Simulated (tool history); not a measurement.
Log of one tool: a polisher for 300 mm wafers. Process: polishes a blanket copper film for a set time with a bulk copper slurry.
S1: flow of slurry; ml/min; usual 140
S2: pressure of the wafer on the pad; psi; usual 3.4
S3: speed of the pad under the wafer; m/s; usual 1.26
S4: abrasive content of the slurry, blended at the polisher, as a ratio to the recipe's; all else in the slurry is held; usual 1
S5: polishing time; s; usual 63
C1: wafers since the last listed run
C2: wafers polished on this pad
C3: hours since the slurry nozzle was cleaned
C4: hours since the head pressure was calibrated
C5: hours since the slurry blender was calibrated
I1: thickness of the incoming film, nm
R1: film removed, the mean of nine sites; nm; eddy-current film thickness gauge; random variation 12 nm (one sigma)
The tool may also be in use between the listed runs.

run	hour	S1	S2	S3	S4	S5	C1	C2	C3	C4	C5	I1	R1
1	0	140	3.4	1.26	1	63	0	1817	215.5	132	688.8	3400.8	876.1
# hour 2.1: slurry blender recalibrated
2	100.9	140	3.4	1.26	1	63	1209	3027	316.4	232.9	98.8	3353.3	939.4
3	287.6	140	3.4	1.26	1	63	2283	5310	503.1	419.6	285.5	3415.9	899.2
4	350.3	140	3.4	1.26	1	63	766	6077	565.8	482.3	348.2	3362.3	902.2
5	402.1	140	3.4	1.26	1	63	633	6710	617.6	534.1	400	3355.8	869.9
6	451.2	140	3.4	1.26	1	63	600	7310	666.7	583.2	449.1	3404.3	885.1
# hour 476.6: slurry nozzle cleaned
# hour 483.8: head pressure recalibrated
7	492.8	140	3.4	1.26	1	63	472	7782	16.2	9	490.7	3351.7	931.1
# hour 517.7: worn pad replaced by a new one
8	562.7	140	3.4	1.26	1	63	805	550	86.1	78.9	560.6	3435.3	928.3
9	599.1	140	3.4	1.26	1	63	445	995	122.5	115.3	597	3371.8	892.9
10	691	140	3.4	1.26	1	63	1123	2119	214.4	207.2	688.9	3340.1	857.8
# hour 699.8: slurry blender recalibrated
11	887.7	140	3.4	1.26	1	57	2380	4500	411.1	403.9	187.9	3355.6	792
12	926.5	140	3.4	1.26	0.7	63	474	4974	449.9	442.7	226.7	3441.4	848.4
13	1003.7	100	3.7	1.68	1	45	944	5918	527.1	519.9	303.9	3427	805.1
# hour 1020.2: slurry nozzle cleaned
14	1050.7	185	3.4	1.26	1.15	80	562	6481	30.5	566.9	350.9	3381.2	1344
# hour 1055.2: worn pad replaced by a new one
15	1102.3	140	3.4	1.26	1	63	582	575	82.1	618.5	402.5	3352.1	941.7
# hour 1113.7: head pressure recalibrated
16	1202.3	140	4.5	1.26	0.9	63	1198	1774	182.1	88.6	502.5	3448	1173.6
17	1244.9	140	3.4	1.26	1	63	520	2295	224.7	131.2	545.1	3468.1	893.6
18	1348.6	140	2.4	1.38	1	44	1268	3563	328.4	234.9	648.8	3351.9	468.4
# hour 1377.9: slurry blender recalibrated
19	1549.8	110	3.4	1.38	0.85	47	2435	5999	529.6	436.1	171.9	3359.9	663
20	1643.1	140	3.4	1.52	1	63	1140	7140	622.9	529.4	265.2	3360.3	1101.1
# hour 1663.1: head pressure recalibrated
# hour 1687.2: worn pad replaced by a new one
21	1707.3	175	4	1.14	1	46	711	245	687.1	44.2	329.4	3407.8	731.4
# hour 1721.9: slurry nozzle cleaned
22	1768.7	140	3.4	1.26	1	63	738	983	46.8	105.6	390.8	3399.1	966.1
23	1823.2	140	3.4	1.26	1	63	666	1650	101.3	160.1	445.3	3397.1	940.6
24	1886.4	140	4.2	1.68	1	42	772	2423	164.5	223.3	508.5	3384	993.9
25	1974.4	185	3.4	1.26	1.2	63	1076	3499	252.5	311.3	596.5	3440.9	965.6
# hour 2042.7: slurry blender recalibrated
26	2080	140	3.4	1.26	1	63	1266	4766	358.1	416.9	37.3	3376.1	893.5
27	2166.9	160	3.4	1.26	1	63	1062	5828	445	503.8	124.2	3376	909.2
# hour 2221.2: head pressure recalibrated
28	2251.6	140	3.4	1.26	1	63	1011	6840	529.7	30.4	208.9	3426.5	869.4
# hour 2268: slurry nozzle cleaned
29	2332.3	125	3.4	0.94	1	63	974	7814	64.3	111.1	289.6	3387.4	689.1
# hour 2366.7: worn pad replaced by a new one
30	2426.9	170	2.9	0.98	0.8	63	1107	736	158.9	205.7	384.2	3447.3	610.7
31	2485.7	140	3.4	1.38	1	63	719	1455	217.7	264.5	443	3366.2	994.1

Hidden state at the last listed run before each entry between runs and at the first one after, where it differs:
Between runs 1 and 2: slurry blender recalibrated (hour 2.1)
  slurry flow missing at the pad, %: 20.9 -> 25.2; abrasive missing from the slurry, %: 43.1 -> 1.16
  measured less the result without the state, R1: -125.3 -> -70 nm
Between runs 6 and 7: slurry nozzle cleaned (hour 476.6); head pressure recalibrated (hour 483.8)
  slurry flow missing at the pad, %: 30.9 -> 8.05; abrasive missing from the slurry, %: 18.5 -> 22
  measured less the result without the state, R1: -116.6 -> -52.6 nm
Between runs 7 and 8: worn pad replaced by a new one (hour 517.7)
  slurry flow missing at the pad, %: 8.05 -> 16.4; abrasive missing from the slurry, %: 22 -> 28.6
  measured less the result without the state, R1: -52.6 -> -87.2 nm
Between runs 10 and 11: slurry blender recalibrated (hour 699.8)
  slurry flow missing at the pad, %: 26 -> 32.9; abrasive missing from the slurry, %: 43.1 -> 3.3
  measured less the result without the state, R1: -140.7 -> -90 nm
Between runs 13 and 14: slurry nozzle cleaned (hour 1020.2)
  slurry flow missing at the pad, %: 34.7 -> 6.29; abrasive missing from the slurry, %: 8.45 -> 11.2
  measured less the result without the state, R1: -147.5 -> -39.2 nm
Between runs 14 and 15: worn pad replaced by a new one (hour 1055.2)
  slurry flow missing at the pad, %: 6.29 -> 12.3; abrasive missing from the slurry, %: 11.2 -> 14.7
  measured less the result without the state, R1: -39.2 -> -51.1 nm
Between runs 15 and 16: head pressure recalibrated (hour 1113.7)
  slurry flow missing at the pad, %: 12.3 -> 20.4; abrasive missing from the slurry, %: 14.7 -> 22.9
  measured less the result without the state, R1: -51.1 -> -112.1 nm
Between runs 18 and 19: slurry blender recalibrated (hour 1377.9)
  slurry flow missing at the pad, %: 27.1 -> 31.1; abrasive missing from the slurry, %: 38.1 -> 4.68
  measured less the result without the state, R1: -73.3 -> -89.4 nm
Between runs 20 and 21: head pressure recalibrated (hour 1663.1); worn pad replaced by a new one (hour 1687.2)
  slurry flow missing at the pad, %: 32 -> 32.4; abrasive missing from the slurry, %: 8.36 -> 11.8
  measured less the result without the state, R1: -130 -> -76.5 nm
Between runs 21 and 22: slurry nozzle cleaned (hour 1721.9)
  slurry flow missing at the pad, %: 32.4 -> 10.4; abrasive missing from the slurry, %: 11.8 -> 15.8
  measured less the result without the state, R1: -76.5 -> -49.4 nm
Between runs 25 and 26: slurry blender recalibrated (hour 2042.7)
  slurry flow missing at the pad, %: 26.3 -> 30; abrasive missing from the slurry, %: 34.1 -> 4.49
  measured less the result without the state, R1: -120.3 -> -90.5 nm
Between runs 27 and 28: head pressure recalibrated (hour 2221.2)
  slurry flow missing at the pad, %: 31.9 -> 33.2; abrasive missing from the slurry, %: 5.75 -> 8.3
  measured less the result without the state, R1: -90.8 -> -108.1 nm
Between runs 28 and 29: slurry nozzle cleaned (hour 2268)
  slurry flow missing at the pad, %: 33.2 -> 12.4; abrasive missing from the slurry, %: 8.3 -> 11.9
  measured less the result without the state, R1: -108.1 -> -36.7 nm
Between runs 29 and 30: worn pad replaced by a new one (hour 2366.7)
  slurry flow missing at the pad, %: 12.4 -> 20.9; abrasive missing from the slurry, %: 11.9 -> 17.7
  measured less the result without the state, R1: -36.7 -> -46.7 nm
